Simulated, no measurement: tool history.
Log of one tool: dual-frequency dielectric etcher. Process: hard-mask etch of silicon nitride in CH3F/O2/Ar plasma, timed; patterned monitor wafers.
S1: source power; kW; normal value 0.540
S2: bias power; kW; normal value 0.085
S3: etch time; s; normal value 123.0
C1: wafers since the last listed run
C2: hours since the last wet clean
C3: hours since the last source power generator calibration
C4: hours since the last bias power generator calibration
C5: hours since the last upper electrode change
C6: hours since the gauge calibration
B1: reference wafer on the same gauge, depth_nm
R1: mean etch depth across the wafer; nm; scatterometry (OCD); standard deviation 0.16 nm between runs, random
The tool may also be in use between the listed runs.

run   hour     S1     S2     S3   C1     C2      C3      C4      C5     C6    B1     R1
  1    0.0  0.540  0.085  123.0    0  241.1  2843.2  1861.1  4982.5  386.1  96.0  107.8
  2   18.7  0.540  0.085  123.0  240  259.8  2861.9  1879.8  5001.2  404.8  96.0  108.1
  3   37.9  0.540  0.085  123.0  247  279.0  2881.1  1899.0  5020.4  424.0  96.0  107.8
  4   68.4  0.540  0.085  123.0  392  309.5  2911.6  1929.5  5050.9  454.5  96.0  107.8
  5  100.5  0.540  0.077  123.0  413  341.6  2943.7  1961.6  5083.0  486.6  96.0  105.3
  6  121.3  0.540  0.077  123.0  267  362.4  2964.5  1982.4  5103.8  507.4  96.0  105.2
  7  148.6  0.540  0.077  123.0  351  389.7  2991.8  2009.7  5131.1  534.7  96.1  105.1
  8  181.8  0.540  0.073  123.0  427  422.9  3025.0  2042.9  5164.3  567.9  96.0  103.6
  9  210.1  0.540  0.085  123.0  364  451.2  3053.3  2071.2  5192.6  596.2  96.0  107.6
 10  224.3  0.500  0.101  123.0  182  465.4  3067.5  2085.4  5206.8  610.4  96.0  109.6
 11  240.3  0.500  0.101  123.0  205  481.4  3083.5  2101.4  5222.8  626.4  96.0  109.6
 12  265.3  0.630  0.085  123.0  321  506.4  3108.5  2126.4  5247.8  651.4  96.0  113.2
 13  288.8  0.540  0.085  139.0  302  529.9  3132.0  2149.9  5271.3  674.9  95.9  121.4
 14  313.5  0.480  0.094  123.0  317  554.6  3156.7  2174.6  5296.0  699.6  96.0  106.3
 15  340.3  0.540  0.085  144.5  345  581.4  3183.5  2201.4  5322.8  726.4  96.0  126.5
 16  358.5  0.650  0.085   94.0  234  599.6  3201.7  2219.6  5341.0  744.6  96.0   87.2
     368.7  -- gauge calibrated
 17  428.2  0.660  0.085  123.0  897  669.3  3271.4  2289.3  5410.7   59.5  96.0  114.2
     451.4  -- bias power generator calibrated
     453.3  -- wet clean of the chamber
     456.2  -- upper electrode replaced
 18  456.7  0.540  0.101  123.0  254    3.4  3299.9     5.3     0.5   88.0  95.9  113.1
 19  469.6  0.540  0.085  123.0  166   16.3  3312.8    18.2    13.4  100.9  96.0  107.9
     478.1  -- source power generator calibrated
 20  494.1  0.540  0.074  123.0  263   40.8    16.0    42.7    37.9  125.4  96.0  104.6
 21  512.3  0.540  0.085  123.0  234   59.0    34.2    60.9    56.1  143.6  96.0  108.1
 22  532.4  0.540  0.069  123.0  258   79.1    54.3    81.0    76.2  163.7  96.0  103.0
 23  563.1  0.410  0.093  160.0  395  109.8    85.0   111.7   106.9  194.4  96.0  132.0
 24  587.8  0.630  0.064   97.5  317  134.5   109.7   136.4   131.6  219.1  96.0   84.0
 25  603.6  0.600  0.068  123.0  203  150.3   125.5   152.2   147.4  234.9  96.0  105.8
 26  628.5  0.630  0.074  133.5  320  175.2   150.4   177.1   172.3  259.8  96.0  118.6
 27  645.6  0.540  0.085   99.0  220  192.3   167.5   194.2   189.4  276.9  96.0   86.9

What the log doesn't show, run by run:
source power that arrives over what is set, %: 0 across all the runs
bias power that arrives over what is set, %: 0 across all the runs
gauge reads high (%): 0 across all the runs
H1: etch rate over this chamber's usual, %
run       H1
  1   -0.268
  2   -0.293
  3   -0.319
  4   -0.361
  5   -0.404
  6   -0.432
  7    -0.47
  8   -0.515
  9   -0.553
 10   -0.572
 11   -0.594
 12   -0.628
 13    -0.66
 14   -0.694
 15    -0.73
 16   -0.755
 17    -0.85
 18  -0.0633
 19  -0.0809
 20   -0.114
 21   -0.139
 22   -0.166
 23   -0.208
 24   -0.241
 25   -0.263
 26   -0.297
 27    -0.32
